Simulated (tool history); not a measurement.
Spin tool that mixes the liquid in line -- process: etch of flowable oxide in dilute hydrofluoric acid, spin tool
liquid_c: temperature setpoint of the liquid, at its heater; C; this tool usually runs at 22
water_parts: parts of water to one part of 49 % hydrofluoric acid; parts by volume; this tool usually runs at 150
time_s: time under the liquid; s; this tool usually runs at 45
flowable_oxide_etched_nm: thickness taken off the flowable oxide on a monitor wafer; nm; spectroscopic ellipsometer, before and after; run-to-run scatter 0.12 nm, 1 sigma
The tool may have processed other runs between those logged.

run    hour  liquid_c  water_parts  time_s  wafers since the last listed run  hours since the thermometer was replaced  hours since the hydrofluoric acid flow meter was replaced  hours since the gauge calibration  read-back film thickness of the flowable oxide reference wafer, read on the same gauge (nm)  flowable_oxide_etched_nm
  1       0        22          175      55                                 0                                    1167.6                                                     1202.9                              257.6                                                                                           60                     14.04
  2    65.1        22          175      55                              1083                                    1232.7                                                       1268                              322.7                                                                                           60                     14.08
  3   122.4        22          150      45                               954                                      1290                                                     1325.3                                380                                                                                           60                     13.75
  4     188      20.5          150      45                              1092                                    1355.6                                                     1390.9                              445.6                                                                                        60.02                     13.26
  5   212.7      20.5          150      45                               411                                    1380.3                                                     1415.6                              470.3                                                                                           60                     13.18
  6   263.8        21          185      45                               850                                    1431.4                                                     1466.7                              521.4                                                                                        60.01                     10.52
  7   291.7        21          185      45                               464                                    1459.3                                                     1494.6                              549.3                                                                                           60                     10.43
  8   319.9        22          150      45                               469                                    1487.5                                                     1522.8                              577.5                                                                                        59.98                        14
  9   351.6        22          150      45                               527                                    1519.2                                                     1554.5                              609.2                                                                                           60                     13.97
 10     390        22          135      45                               639                                    1557.6                                                     1592.9                              647.6                                                                                        60.02                     15.93
 11   446.7        22          150      45                               944                                    1614.3                                                     1649.6                              704.3                                                                                        60.02                      14.2
 12   471.2        22          150      45                               407                                    1638.8                                                     1674.1                              728.8                                                                                        59.98                     14.19
 13   503.7        22          150      45                               541                                    1671.3                                                     1706.6                              761.3                                                                                        59.98                     14.21
      576.1  -- thermometer replaced
 14     585        22          150      60                              1337                                       8.9                                                     1787.9                              842.6                                                                                           60                     18.96
      703.5  -- hydrofluoric acid flow meter replaced
 15   723.8      17.5          150      60                              2294                                     147.7                                                       20.3                              981.4                                                                                        59.99                     14.28
 16   756.8        22          150      45                               549                                     180.7                                                       53.3                             1014.4                                                                                        60.01                     12.78
      770.5  -- gauge calibrated
 17   791.6        22          150      45                               579                                     215.5                                                       88.1                               21.1                                                                                        59.98                     12.75
 18   831.7        26           95      25                               667                                     255.6                                                      128.2                               61.2                                                                                           60                     14.12
 19   869.7        22          150      45                               632                                     293.6                                                      166.2                               99.2                                                                                        60.04                     12.98
 20   898.8        22          210      20                               484                                     322.7                                                      195.3                              128.3                                                                                        60.01                      3.81
 21   952.7        22          210      55                               897                                     376.6                                                      249.2                              182.2                                                                                        59.98                      10.8
 22  1017.1        22          150      30                              1072                                       441                                                      313.6                              246.6                                                                                        59.99                      8.61
 23  1055.2        22          120      45                               634                                     479.1                                                      351.7                              284.7                                                                                        60.03                     16.72
 24  1082.1        17          150      30                               447                                       506                                                      378.6                              311.6                                                                                           60                       7.1
 25  1137.8        22          150      45                               927                                     561.7                                                      434.3                              367.3                                                                                        59.99                     13.31
 26  1171.6        22          150      20                               562                                     595.5                                                      468.1                              401.1                                                                                           60                      5.84
 27    1210        22          135      45                               639                                     633.9                                                      506.5                              439.5                                                                                        59.98                     15.09

Below are 4 alternative next runs, each starting from the tool's condition after run 27. Predict each:
  A  1210.4        22          150      45                                 6                                     634.3                                                      506.9                              439.9                                                                                            ?                         ?
  B  1210.4        20           90      55                                 6                                     634.3                                                      506.9                              439.9                                                                                            ?                         ?
  C  1210.4        22          150      55                                 6                                     634.3                                                      506.9                              439.9                                                                                            ?                         ?
  D  1210.4      23.5          150      45                                 6                                     634.3                                                      506.9                              439.9                                                                                            ?                         ?

run  read-back film thickness of the flowable oxide reference wafer, read on the same gauge (nm)  flowable_oxide_etched_nm
  A                                                                                        59.98                     13.14
  B                                                                                        59.98                     26.36
  C                                                                                        59.98                     16.06
  D                                                                                        59.98                     13.93
Stripped of hidden state, with their random variation kept, the same runs would have yielded:
run  flowable_oxide_etched_nm
  A                     12.72
  B                     25.55
  C                     15.54
  D                     13.48

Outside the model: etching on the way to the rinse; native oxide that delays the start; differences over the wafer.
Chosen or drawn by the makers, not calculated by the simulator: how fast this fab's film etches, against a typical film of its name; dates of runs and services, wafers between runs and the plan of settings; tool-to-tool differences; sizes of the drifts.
